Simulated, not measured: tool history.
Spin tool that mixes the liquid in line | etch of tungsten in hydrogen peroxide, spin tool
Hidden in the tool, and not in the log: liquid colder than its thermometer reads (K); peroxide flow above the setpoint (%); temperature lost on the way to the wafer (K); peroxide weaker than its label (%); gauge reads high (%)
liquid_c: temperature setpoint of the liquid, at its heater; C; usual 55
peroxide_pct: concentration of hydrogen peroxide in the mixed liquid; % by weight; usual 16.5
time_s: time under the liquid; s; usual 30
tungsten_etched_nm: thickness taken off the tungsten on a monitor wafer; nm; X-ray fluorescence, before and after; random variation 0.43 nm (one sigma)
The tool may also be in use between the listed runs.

run    hour  liquid_c  peroxide_pct  time_s  wafers since the last listed run  hours since the thermometer was replaced  hours since the peroxide flow meter was replaced  hours since the heated supply line was repaired  hours since the drum of peroxide was connected  hours since the gauge calibration  read-back film thickness of the tungsten reference wafer, read on the same gauge (nm)  tungsten_etched_nm
  1       0        55            14      30                                 0                                    1028.3                                             777.4                                            625.3                                           178.3                              687.2                                                                                  80.01               42.19
  2   107.3        59          18.5      30                              1810                                    1135.6                                             884.7                                            732.6                                           285.6                              794.5                                                                                  79.98               59.82
        128  -- thermometer replaced
  3   149.8        59          18.5      30                               700                                      21.8                                             927.2                                            775.1                                           328.1                                837                                                                                     80               60.18
  4   251.7        59          18.5      30                              1719                                     123.7                                            1029.1                                              877                                             430                              938.9                                                                                  80.04               59.65
  5   312.3        49          16.5      35                              1022                                     184.3                                            1089.7                                            937.6                                           490.6                              999.5                                                                                  79.98               35.55
      332.3  -- new drum of peroxide connected
      376.3  -- heated supply line repaired
  6   403.3        49          16.5      35                              1501                                     275.3                                            1180.7                                               27                                              71                             1090.5                                                                                     80               39.61
  7   447.7        55          16.5      30                               749                                     319.7                                            1225.1                                             71.4                                           115.4                             1134.9                                                                                  79.98               48.62
  8   531.8        55          16.5      30                              1419                                     403.8                                            1309.2                                            155.5                                           199.5                               1219                                                                                  80.02               48.07
  9   639.5        55          21.5      15                              1817                                     511.5                                            1416.9                                            263.2                                           307.2                             1326.7                                                                                     80               27.06
      694.9  -- peroxide flow meter replaced
 10   727.9        55          16.5      40                              1474                                     599.9                                                33                                            351.6                                           395.6                             1415.1                                                                                  80.02               59.73
 11   832.1      49.5          16.5      30                              1758                                     704.1                                             137.2                                            455.8                                           499.8                             1519.3                                                                                  79.99               31.29
 12     894      62.5            18      40                              1044                                       766                                             199.1                                            517.7                                           561.7                             1581.2                                                                                     80               94.43
      932.6  -- new drum of peroxide connected
 13   953.4        55          16.5      30                               985                                     825.4                                             258.5                                            577.1                                            20.8                             1640.6                                                                                     80               44.11
 14  1014.5        50            13      35                              1031                                     886.5                                             319.6                                            638.2                                            81.9                             1701.7                                                                                  79.99               32.47
 15  1083.7        55          14.5      15                              1167                                     955.7                                             388.8                                            707.4                                           151.1                             1770.9                                                                                  79.97               20.09
 16  1140.3      47.5          12.5      40                               955                                    1012.3                                             445.4                                              764                                           207.7                             1827.5                                                                                  80.02               31.24
     1195.3  -- gauge calibrated
 17  1199.7        59          20.5      40                              1002                                    1071.7                                             504.8                                            823.4                                           267.1                                4.4                                                                                  80.03                81.5
     1218.1  -- thermometer replaced
 18  1300.6      48.5            15      50                              1685                                      82.5                                             605.7                                            924.3                                             368                              105.3                                                                                     80               46.06
 19  1412.9        48          16.5      45                              1895                                     194.8                                               718                                           1036.6                                           480.3                              217.6                                                                                  80.02               41.18
 20  1477.2        55          16.5      30                              1085                                     259.1                                             782.3                                           1100.9                                           544.6                              281.9                                                                                  79.99               42.08
     1480.5  -- new drum of peroxide connected
 21  1532.9        55          16.5      30                               923                                     314.8                                               838                                           1156.6                                            52.4                              337.6                                                                                  79.99               41.59
     1584.3  -- heated supply line repaired
 22    1609        55          16.5      30                              1267                                     390.9                                             914.1                                             24.7                                           128.5                              413.7                                                                                     80                48.4

Forecast run 23:
 23  1889.5        55          16.5      45                              4733                                     671.4                                            1194.6                                            305.2                                             409                              694.2                                                                                      ?                   ?

Run 23 gave read-back film thickness of the tungsten reference wafer, read on the same gauge (nm) 79.97, tungsten_etched_nm 70.88 nm.
Without the tool's hidden state the same run would have given tungsten_etched_nm 70.95 nm.

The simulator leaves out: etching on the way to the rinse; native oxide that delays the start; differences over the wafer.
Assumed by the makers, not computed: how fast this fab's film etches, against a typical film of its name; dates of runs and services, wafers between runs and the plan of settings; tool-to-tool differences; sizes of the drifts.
